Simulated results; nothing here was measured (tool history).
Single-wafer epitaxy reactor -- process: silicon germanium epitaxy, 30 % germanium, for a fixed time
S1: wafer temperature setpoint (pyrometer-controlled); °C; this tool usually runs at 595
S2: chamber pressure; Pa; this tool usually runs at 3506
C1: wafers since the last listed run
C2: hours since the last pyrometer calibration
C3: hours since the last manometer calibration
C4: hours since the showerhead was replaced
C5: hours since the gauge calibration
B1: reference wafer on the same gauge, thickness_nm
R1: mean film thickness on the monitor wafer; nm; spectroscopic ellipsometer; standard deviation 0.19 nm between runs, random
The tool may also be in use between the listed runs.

| run | hour | S1 | S2 | C1 | C2 | C3 | C4 | C5 | B1 | R1 |
|---|---|---|---|---|---|---|---|---|---|---|
| 1 | 0 | 606 | 3786 | 0 | 1075.2 | 2022.8 | 5031.3 | 704.2 | 53.299 | 75.166 |
| 2 | 24.8 | 606 | 3786 | 271 | 1100 | 2047.6 | 5056.1 | 729 | 53.316 | 75.585 |
| 3 | 64.4 | 585 | 3506 | 434 | 1139.6 | 2087.2 | 5095.7 | 768.6 | 53.343 | 51.84 |
| 4 | 89 | 595 | 3333 | 269 | 1164.2 | 2111.8 | 5120.3 | 793.2 | 53.298 | 59.641 |
| 5 | 128.9 | 595 | 3506 | 437 | 1204.1 | 2151.7 | 5160.2 | 833.1 | 53.272 | 60.851 |
| 6 | 161.4 | 595 | 3506 | 356 | 1236.6 | 2184.2 | 5192.7 | 865.6 | 53.288 | 61.026 |
| 7 | 217.7 | 595 | 3506 | 617 | 1292.9 | 2240.5 | 5249 | 921.9 | 53.344 | 60.813 |
| 8 | 262.7 | 595 | 2853 | 493 | 1337.9 | 2285.5 | 5294 | 966.9 | 53.292 | 56.157 |
| 9 | 319.1 | 595 | 2853 | 618 | 1394.3 | 2341.9 | 5350.4 | 1023.3 | 53.313 | 56.257 |
| 10 | 372.9 | 595 | 3506 | 589 | 1448.1 | 2395.7 | 5404.2 | 1077.1 | 53.328 | 60.82 |
| 11 | 442.6 | 595 | 3506 | 764 | 1517.8 | 2465.4 | 5473.9 | 1146.8 | 53.34 | 60.973 |
| 12 | 488.1 | 595 | 3506 | 498 | 1563.3 | 2510.9 | 5519.4 | 1192.3 | 53.288 | 60.473 |
| 13 | 530.2 | 595 | 3506 | 461 | 1605.4 | 2553 | 5561.5 | 1234.4 | 53.352 | 60.283 |
| 14 | 565.4 | 595 | 3506 | 385 | 1640.6 | 2588.2 | 5596.7 | 1269.6 | 53.273 | 60.576 |
| 15 | 595 | 599 | 3506 | 324 | 1670.2 | 2617.8 | 5626.3 | 1299.2 | 53.335 | 64.492 |
| 16 | 660.2 | 595 | 3506 | 714 | 1735.4 | 2683 | 5691.5 | 1364.4 | 53.308 | 60.397 |
|  | 682.2 | pyrometer calibrated |
| 17 | 731.8 | 595 | 3506 | 697 | 49.6 | 2754.6 | 5763.1 | 1436 | 53.341 | 62.211 |
| 18 | 785.8 | 595 | 3506 | 592 | 103.6 | 2808.6 | 5817.1 | 1490 | 53.306 | 62.099 |
|  | 855.6 | capacitance manometer re-zeroed and calibrated |
| 19 | 856.1 | 591 | 3506 | 683 | 173.9 | 0.5 | 5887.4 | 1560.3 | 53.283 | 56.297 |
|  | 905.7 | gauge calibrated |
| 20 | 911.2 | 595 | 3506 | 604 | 229 | 55.6 | 5942.5 | 5.5 | 53.288 | 60.131 |
|  | 962.1 | showerhead replaced |
| 21 | 977 | 590 | 3866 | 633 | 294.8 | 121.4 | 14.9 | 71.3 | 53.294 | 57.888 |
| 22 | 1020.2 | 583 | 3146 | 473 | 338 | 164.6 | 58.1 | 114.5 | 53.307 | 47.158 |
| 23 | 1064.5 | 582 | 3066 | 485 | 382.3 | 208.9 | 102.4 | 158.8 | 53.291 | 46.21 |
| 24 | 1095.2 | 582 | 3066 | 336 | 413 | 239.6 | 133.1 | 189.5 | 53.25 | 46.286 |
| 25 | 1131.8 | 610 | 2666 | 401 | 449.6 | 276.2 | 169.7 | 226.1 | 53.343 | 68.836 |
| 26 | 1202.9 | 583 | 4266 | 779 | 520.7 | 347.3 | 240.8 | 297.2 | 53.319 | 53.189 |
| 27 | 1235.5 | 601 | 3266 | 357 | 553.3 | 379.9 | 273.4 | 329.8 | 53.319 | 64.519 |
| 28 | 1286.6 | 595 | 2986 | 560 | 604.4 | 431 | 324.5 | 380.9 | 53.259 | 56.984 |
| 29 | 1313 | 601 | 3066 | 289 | 630.8 | 457.4 | 350.9 | 407.3 | 53.327 | 62.78 |
| 30 | 1350.2 | 600 | 4013 | 407 | 668 | 494.6 | 388.1 | 444.5 | 53.289 | 68.957 |
| 31 | 1419.4 | 595 | 3506 | 758 | 737.2 | 563.8 | 457.3 | 513.7 | 53.304 | 60.479 |
| 32 | 1452 | 595 | 4013 | 357 | 769.8 | 596.4 | 489.9 | 546.3 | 53.309 | 63.789 |
| 33 | 1478.3 | 582 | 4053 | 288 | 796.1 | 622.7 | 516.2 | 572.6 | 53.292 | 51.231 |
| 34 | 1518.5 | 595 | 3506 | 440 | 836.3 | 662.9 | 556.4 | 612.8 | 53.286 | 60.447 |

The logged runs with the hidden state left out (each run's random variation unchanged):
The tool's hidden condition here consists of: wafer temperature above the value expected at the setpoint (K); true pressure above the setpoint (%); gauge reads high (%).
| run | R1 |
|---|---|
| 1 | 74.11 |
| 2 | 74.554 |
| 3 | 51.207 |
| 4 | 58.916 |
| 5 | 60.154 |
| 6 | 60.361 |
| 7 | 60.211 |
| 8 | 55.646 |
| 9 | 55.801 |
| 10 | 60.387 |
| 11 | 60.616 |
| 12 | 60.171 |
| 13 | 60.029 |
| 14 | 60.36 |
| 15 | 64.283 |
| 16 | 60.29 |
| 17 | 60.352 |
| 18 | 60.306 |
| 19 | 56.338 |
| 20 | 60.131 |
| 21 | 57.854 |
| 22 | 47.12 |
| 23 | 46.161 |
| 24 | 46.23 |
| 25 | 68.701 |
| 26 | 53.106 |
| 27 | 64.385 |
| 28 | 56.873 |
| 29 | 62.646 |
| 30 | 68.814 |
| 31 | 60.372 |
| 32 | 63.682 |
| 33 | 51.175 |
| 34 | 60.363 |

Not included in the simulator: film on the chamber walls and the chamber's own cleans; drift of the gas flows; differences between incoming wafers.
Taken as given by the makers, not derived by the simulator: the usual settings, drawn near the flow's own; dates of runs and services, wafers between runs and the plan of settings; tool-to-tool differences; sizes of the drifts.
